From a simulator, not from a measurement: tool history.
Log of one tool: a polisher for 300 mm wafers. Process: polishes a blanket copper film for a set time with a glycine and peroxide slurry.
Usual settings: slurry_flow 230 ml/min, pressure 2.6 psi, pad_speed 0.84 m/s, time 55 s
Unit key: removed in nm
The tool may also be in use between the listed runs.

| run | hour | slurry_flow | pressure | pad_speed | time | incoming thickness of the incoming film, nm | removed |
|---|---|---|---|---|---|---|---|
| 1 | 0.0 | 290 | 2.1 | 0.84 | 55 | 1241.7 | 211.8 |
| 2 | 20.5 | 290 | 2.1 | 0.84 | 55 | 1232.6 | 214.8 |
| 3 | 41.9 | 290 | 2.1 | 0.84 | 55 | 1242.0 | 212.7 |
|  | 60.7 | worn pad replaced by a new one |
| 4 | 64.7 | 230 | 2.6 | 0.84 | 55 | 1245.2 | 239.1 |
| 5 | 79.2 | 230 | 2.6 | 0.84 | 55 | 1271.1 | 240.6 |
| 6 | 112.5 | 230 | 2.6 | 0.84 | 55 | 1238.1 | 239.7 |
| 7 | 131.8 | 230 | 2.6 | 0.84 | 55 | 1249.5 | 238.3 |
| 8 | 157.3 | 230 | 2.6 | 0.84 | 55 | 1241.6 | 237.9 |
| 9 | 186.5 | 230 | 2.6 | 0.84 | 55 | 1248.1 | 234.6 |
|  | 206.7 | worn pad replaced by a new one |
| 10 | 207.2 | 230 | 2.6 | 0.84 | 45 | 1265.5 | 190.2 |
| 11 | 229.2 | 230 | 2.6 | 1.06 | 55 | 1255.2 | 271.7 |
| 12 | 241.4 | 230 | 2.6 | 0.84 | 47 | 1250.6 | 203.4 |
| 13 | 256.0 | 230 | 2.6 | 0.84 | 47 | 1226.9 | 197.1 |
|  | 263.6 | head pressure recalibrated |
| 14 | 271.5 | 230 | 2.6 | 0.62 | 55 | 1242.0 | 197.9 |
| 15 | 351.3 | 230 | 2.6 | 0.84 | 55 | 1250.8 | 224.2 |
|  | 364.1 | worn pad replaced by a new one |
| 16 | 374.2 | 230 | 2.6 | 0.84 | 37 | 1254.3 | 154.6 |
| 17 | 406.3 | 230 | 3.0 | 0.60 | 62 | 1237.1 | 237.9 |
| 18 | 419.6 | 230 | 1.7 | 0.84 | 55 | 1250.3 | 166.5 |
| 19 | 445.6 | 230 | 3.2 | 0.60 | 62 | 1244.9 | 245.1 |
| 20 | 474.5 | 295 | 3.4 | 1.10 | 66 | 1238.5 | 412.8 |
|  | 485.5 | slurry nozzle cleaned |
|  | 486.0 | worn pad replaced by a new one |
| 21 | 505.0 | 230 | 1.9 | 0.72 | 55 | 1246.9 | 181.3 |
| 22 | 537.8 | 230 | 2.6 | 1.08 | 55 | 1247.6 | 292.3 |
| 23 | 557.7 | 230 | 2.6 | 0.84 | 55 | 1239.0 | 253.0 |
| 24 | 593.7 | 230 | 2.6 | 0.84 | 55 | 1227.7 | 247.0 |
| 25 | 607.6 | 230 | 2.6 | 1.08 | 55 | 1252.2 | 294.3 |
|  | 621.5 | worn pad replaced by a new one |
| 26 | 638.4 | 270 | 2.9 | 1.12 | 55 | 1248.9 | 329.1 |
| 27 | 653.0 | 230 | 2.6 | 0.84 | 55 | 1239.6 | 247.9 |
| 28 | 678.2 | 305 | 2.9 | 1.02 | 45 | 1247.7 | 262.5 |
| 29 | 713.0 | 230 | 1.7 | 1.04 | 71 | 1264.1 | 263.7 |

Results per run with the tool's hidden condition removed, run-to-run variation unchanged:
Hidden state at play: removal rate lost through wear of the pad, %; slurry flow missing at the pad, %; deviation of the head's pressure from its setpoint, %.
| run | removed |
|---|---|
| 1 | 217.7 |
| 2 | 221.1 |
| 3 | 219.4 |
| 4 | 249.3 |
| 5 | 251.3 |
| 6 | 251.3 |
| 7 | 250.5 |
| 8 | 250.9 |
| 9 | 248.3 |
| 10 | 201.8 |
| 11 | 289.3 |
| 12 | 216.9 |
| 13 | 210.6 |
| 14 | 212.0 |
| 15 | 243.3 |
| 16 | 168.4 |
| 17 | 260.8 |
| 18 | 183.0 |
| 19 | 270.8 |
| 20 | 448.1 |
| 21 | 182.3 |
| 22 | 294.5 |
| 23 | 255.2 |
| 24 | 249.7 |
| 25 | 297.9 |
| 26 | 333.1 |
| 27 | 251.8 |
| 28 | 265.9 |
| 29 | 269.1 |
